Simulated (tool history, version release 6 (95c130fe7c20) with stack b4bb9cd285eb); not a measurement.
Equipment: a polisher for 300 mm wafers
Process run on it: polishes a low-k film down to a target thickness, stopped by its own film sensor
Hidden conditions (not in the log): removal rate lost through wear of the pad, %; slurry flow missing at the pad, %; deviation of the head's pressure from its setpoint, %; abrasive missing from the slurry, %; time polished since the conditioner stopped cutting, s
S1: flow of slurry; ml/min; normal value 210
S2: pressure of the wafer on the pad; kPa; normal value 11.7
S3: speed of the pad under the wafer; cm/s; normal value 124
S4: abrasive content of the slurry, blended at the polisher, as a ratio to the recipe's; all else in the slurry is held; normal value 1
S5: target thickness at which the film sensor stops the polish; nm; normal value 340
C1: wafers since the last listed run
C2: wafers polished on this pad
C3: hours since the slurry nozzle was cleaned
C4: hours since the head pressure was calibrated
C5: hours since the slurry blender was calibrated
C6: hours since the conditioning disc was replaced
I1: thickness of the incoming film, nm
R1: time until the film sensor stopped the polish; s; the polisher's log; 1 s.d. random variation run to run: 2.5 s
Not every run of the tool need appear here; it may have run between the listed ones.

run	hour	S1	S2	S3	S4	S5	C1	C2	C3	C4	C5	C6	I1	R1
1	0	230	11.7	124	1	340	0	745	237.7	85.8	92.4	65.1	398.9	148
2	32.8	230	11.7	124	1	340	323	1068	270.5	118.6	125.2	97.9	396.8	137.2
# hour 79.4: slurry nozzle cleaned
3	101.4	210	11.7	124	1	340	666	1734	22	187.2	193.8	166.5	394.7	136.8
# hour 114.1: slurry blender recalibrated
# hour 132.6: worn pad replaced by a new one
4	146.8	210	11.7	124	1	340	388	139	67.4	232.6	32.7	211.9	408.3	165.2
5	205.6	190	11.7	124	1	352	579	719	126.2	291.4	91.5	270.7	397.5	112.5
6	231.8	210	11.7	124	1	323	258	977	152.4	317.6	117.7	296.9	394.3	171.6
7	280	210	11.7	124	1	340	474	1452	200.6	365.8	165.9	345.1	394.7	139.2
# hour 302.9: worn pad replaced by a new one
# hour 319.7: slurry blender recalibrated
8	320.3	210	11.7	124	1	340	337	151	240.9	406.1	0.6	385.4	403.5	158.3
# hour 386.6: slurry nozzle cleaned
9	387.1	210	11.7	124	1	340	648	800	0.5	472.9	67.4	452.2	399.1	150.8
10	449.3	210	11.7	124	1	340	612	1413	62.7	535.1	129.6	514.4	401.3	154.9
# hour 461.1: conditioning disc replaced and pad reconditioned
# hour 472.9: worn pad replaced by a new one
11	505.9	190	13.8	124	1	340	498	324	119.3	591.7	186.2	44.8	398.9	127.8
# hour 524.1: slurry blender recalibrated
12	569.3	275	11.7	124	0.7	340	605	929	182.7	655.1	45.2	108.2	405.1	193.2
13	605.3	210	11.7	124	1	340	354	1284	218.7	691.1	81.2	144.2	396	136.9
# hour 650.3: head pressure recalibrated
14	664.7	210	15.2	142	1.25	340	565	1850	278.1	14.4	140.6	203.6	401.4	96
# hour 685.8: worn pad replaced by a new one
# hour 698.5: slurry nozzle cleaned
15	713.6	210	11.7	124	1	360	432	264	15.1	63.3	189.5	252.5	406.7	113.4
# hour 746.2: slurry blender recalibrated
16	756.6	185	11.7	124	1	347	403	668	58.1	106.3	10.4	295.5	398	129.7
17	826.2	210	11.7	124	1	326	685	1353	127.7	175.9	80	365.1	400.2	188.1
18	856	210	15.2	124	1	350	293	1647	157.5	205.7	109.8	394.9	397.6	91.9
# hour 866.2: worn pad replaced by a new one
19	890.1	260	11.7	124	0.75	340	296	235	191.6	239.8	143.9	429	403.1	174.9
20	922.8	210	11.7	124	1	340	322	557	224.3	272.5	176.6	461.7	406	159.9
# hour 942.8: slurry blender recalibrated
21	985.2	210	11.7	82	1.1	340	595	1152	286.7	334.9	42.4	524.1	397.9	191.2

The tool's hidden state at each run:
removal rate lost through wear of the pad, %: 0 in every run
slurry flow missing at the pad, %: 0 in every run
deviation of the head's pressure from its setpoint, %: 0 in every run
abrasive missing from the slurry, %: 0 in every run
time polished since the conditioner stopped cutting, s: 0 in every run
